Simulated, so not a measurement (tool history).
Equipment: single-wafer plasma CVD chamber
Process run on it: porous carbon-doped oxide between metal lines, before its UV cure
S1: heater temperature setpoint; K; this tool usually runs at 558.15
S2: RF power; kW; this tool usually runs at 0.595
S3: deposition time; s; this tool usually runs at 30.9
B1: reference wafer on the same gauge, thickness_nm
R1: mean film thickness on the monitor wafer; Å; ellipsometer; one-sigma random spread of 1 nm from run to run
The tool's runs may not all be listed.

run	hour	S1	S2	S3	B1	R1
1	0	551.15	0.595	30.9	217.882	1936.58
2	45.8	551.15	0.595	30.9	217.963	1921.65
3	77.1	558.15	0.595	33.8	217.977	1996.43
4	106.5	558.15	0.595	34.6	217.642	2047.57
5	152.9	558.15	0.595	34.6	218.122	2053.51
6	217.1	558.15	0.595	34.6	217.589	2042.35
7	286.6	566.15	0.57	30.9	217.956	1650.51
8	347.6	566.15	0.57	30.9	218.039	1658.52
# hour 392.4: RF generator calibrated
9	404.3	558.15	0.645	30.9	217.918	1948.07
# hour 408.9: gauge calibrated
# hour 439: showerhead replaced
10	443.6	547.15	0.665	30.9	218.186	2166.12
11	482	547.15	0.665	30.9	218.164	2169.25
12	547.7	571.15	0.595	30.9	218.159	1683.5
13	604.7	558.15	0.56	34.4	218.174	1938.2
14	637.7	573.15	0.68	30.9	218.129	1832.87
15	673.6	553.15	0.655	36	217.96	2353.02
16	705.8	558.15	0.525	30.9	218.225	1652.26
17	731.2	570.15	0.535	27.7	218.095	1396.69
# hour 798.1: thermocouple changed; heater temperature recalibrated
18	853.3	558.15	0.595	30.9	218.257	1842.15
19	888.5	558.15	0.595	30.9	218.007	1826.95
20	949.3	548.15	0.705	26	217.973	1905.2
21	1000	558.15	0.595	30.9	217.752	1808.41
22	1033	550.15	0.595	30.9	218.107	1926.62

Each row is a separate what-if for the run after 22, all from the same tool condition, not one after another. Results?
A	1033.4	558.15	0.5	30.9	?	?
B	1033.4	549.15	0.545	30.9	?	?
C	1033.4	548.15	0.64	26.5	?	?
D	1033.4	570.15	0.52	30.9	?	?
E	1033.4	546.15	0.7	34	?	?

run	B1	R1
A	218.007	1591.13
B	218.007	1829.11
C	218.007	1809.7
D	218.007	1517.33
E	218.007	2507.87
Take away the tool's hidden state, keep each run's random variation, and the runs would have read:
run	R1
A	1591.13
B	1829.11
C	1809.7
D	1517.33
E	2507.87
